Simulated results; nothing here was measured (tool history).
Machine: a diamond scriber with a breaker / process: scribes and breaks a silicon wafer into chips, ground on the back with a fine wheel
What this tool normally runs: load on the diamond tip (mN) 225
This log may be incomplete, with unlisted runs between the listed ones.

run   hour  load on the diamond tip (mN)  wafers since the last listed run  hours since the diamond tip was replaced  hours since the load on the tip was calibrated  incoming depth of the damage left on the back of the incoming wafer, um  depth of the median crack under the scribed line (um)  chips rejected at inspection after the break (%)
  1    0.0                           225                                 0                                     777.4                                          1193.2                                                                     1.57                                                   9.37                                              1.29
  2   47.0                           225                                58                                     824.4                                          1240.2                                                                     2.99                                                   9.27                                              4.38
  3   54.9                           225                                 9                                     832.3                                          1248.1                                                                     1.75                                                   9.14                                              1.59
  4   70.1                           225                                18                                     847.5                                          1263.3                                                                     1.89                                                   9.16                                              1.54
  5   82.6                           187                                15                                     860.0                                          1275.8                                                                     2.47                                                   7.80                                              6.93
  6   98.5                           186                                19                                     875.9                                          1291.7                                                                     2.86                                                   7.94                                              8.92
  7  113.7                           225                                18                                     891.1                                          1306.9                                                                     1.52                                                   9.14                                              1.24
  8  124.6                           250                                13                                     902.0                                          1317.8                                                                     2.34                                                  10.26                                              3.20
  9  140.6                           250                                19                                     918.0                                          1333.8                                                                     1.69                                                  10.00                                              2.31
     142.7  -- load on the tip recalibrated
     156.1  -- diamond tip replaced by a new one
 10  157.0                           207                                15                                       0.9                                            14.3                                                                     2.74                                                   8.73                                              4.86
 11  172.8                           207                                19                                      16.7                                            30.1                                                                     2.54                                                   8.79                                              4.16
 12  185.7                           207                                16                                      29.6                                            43.0                                                                     2.07                                                   8.47                                              2.52
 13  203.1                           253                                21                                      47.0                                            60.4                                                                     1.51                                                  10.26                                              2.63
 14  241.7                           265                                48                                      85.6                                            99.0                                                                     2.02                                                  10.41                                              3.60
 15  250.8                           225                                11                                      94.7                                           108.1                                                                     2.19                                                   9.20                                              2.32
 16  294.7                           278                                54                                     138.6                                           152.0                                                                     1.90                                                  11.02                                              4.56
 17  301.4                           170                                 8                                     145.3                                           158.7                                                                     1.62                                                   7.12                                              9.67
 18  311.8                           291                                12                                     155.7                                           169.1                                                                     1.84                                                  11.30                                              6.84
 19  318.9                           258                                 8                                     162.8                                           176.2                                                                     2.83                                                  10.39                                              4.01
 20  333.5                           158                                18                                     177.4                                           190.8                                                                     2.37                                                   6.72                                             17.65
 21  365.8                           189                                40                                     209.7                                           223.1                                                                     1.71                                                   8.06                                              4.56

Estimate the outcome of run 22 from the log above:
 22  382.4                           225                                20                                     226.3                                           239.7                                                                     2.57                                                      ?                                                 ?

depth of the median crack under the scribed line (um): 9.29
chips rejected at inspection after the break (%): 3.07
Take away the tool's hidden state, keep the run-to-run variation as it was, and the same run would have given depth of the median crack under the scribed line (um) 9.29, chips rejected at inspection after the break (%) 3.07.
